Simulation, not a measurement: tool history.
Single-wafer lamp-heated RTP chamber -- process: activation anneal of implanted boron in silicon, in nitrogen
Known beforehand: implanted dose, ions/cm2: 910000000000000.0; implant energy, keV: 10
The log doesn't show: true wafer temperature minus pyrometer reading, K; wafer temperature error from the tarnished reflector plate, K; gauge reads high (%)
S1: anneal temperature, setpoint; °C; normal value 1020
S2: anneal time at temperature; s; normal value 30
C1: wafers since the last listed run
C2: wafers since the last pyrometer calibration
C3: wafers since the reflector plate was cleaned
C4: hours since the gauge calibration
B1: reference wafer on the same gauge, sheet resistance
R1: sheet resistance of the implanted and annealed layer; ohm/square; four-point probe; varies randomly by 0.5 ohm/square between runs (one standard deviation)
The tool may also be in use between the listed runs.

run 1 hour=0 | S1=1020 S2=44 | C1=0 C2=1254 C3=9078 C4=227.7 | B1=158.98 | R1=141.99
-- hour=5.3 gauge calibrated
run 2 hour=13 | S1=1020 S2=44 | C1=114 C2=1369 C3=9192 C4=7.7 | B1=159.06 | R1=140.75
run 3 hour=49.7 | S1=1020 S2=44 | C1=324 C2=1693 C3=9517 C4=44.4 | B1=158.85 | R1=140.5
run 4 hour=143.7 | S1=1020 S2=30 | C1=830 C2=2523 C3=10347 C4=138.4 | B1=158.95 | R1=143.11
run 5 hour=163.9 | S1=1027 S2=30 | C1=178 C2=2702 C3=10525 C4=158.6 | B1=158.99 | R1=141.26
-- hour=191.6 reflector plate cleaned
run 6 hour=192.1 | S1=1020 S2=42 | C1=178 C2=2880 C3=4 C4=186.8 | B1=158.87 | R1=141.09
run 7 hour=211 | S1=1020 S2=42 | C1=166 C2=3047 C3=171 C4=205.7 | B1=159 | R1=139.64
-- hour=234.6 gauge calibrated
run 8 hour=244.8 | S1=1020 S2=42 | C1=298 C2=3345 C3=470 C4=10.2 | B1=159.15 | R1=140.03
run 9 hour=276.9 | S1=1020 S2=30 | C1=283 C2=3629 C3=753 C4=42.3 | B1=158.78 | R1=141.48
run 10 hour=298.2 | S1=1028 S2=23 | C1=188 C2=3817 C3=941 C4=63.6 | B1=158.86 | R1=141.51
-- hour=318.2 pyrometer window cleaned and pyrometer calibrated
run 11 hour=323 | S1=1037 S2=30 | C1=148 C2=42 C3=1089 C4=88.4 | B1=159.09 | R1=141.15
run 12 hour=348.9 | S1=1049 S2=44 | C1=228 C2=271 C3=1318 C4=114.3 | B1=159.06 | R1=135.62
run 13 hour=361.1 | S1=1020 S2=30 | C1=107 C2=379 C3=1426 C4=126.5 | B1=159.17 | R1=144.4
run 14 hour=388.4 | S1=1020 S2=44 | C1=241 C2=620 C3=1667 C4=153.8 | B1=158.97 | R1=142.58
run 15 hour=407.2 | S1=1020 S2=13 | C1=166 C2=786 C3=1833 C4=172.6 | B1=158.93 | R1=146.88
run 16 hour=419.6 | S1=1039 S2=30 | C1=109 C2=895 C3=1943 C4=185 | B1=158.95 | R1=140.04

Some steps in R1, run to run, broken into two amounts with sign: the step expected even without the hidden condition (settings, incoming material, random variation), and the rest, left for the hidden condition together with whatever gauge scatter is not in both the measured and the hidden-condition-free result:
Run 10 -> 11: S1 1028 -> 1037, S2 23 -> 30, pyrometer window cleaned and pyrometer calibrated. R1 -0.36 ohm/square: hidden state +2.41, all else -2.77.
Run 12 -> 13: S1 1049 -> 1020, S2 44 -> 30. R1 +8.78 ohm/square: hidden state -0.03, all else +8.81.
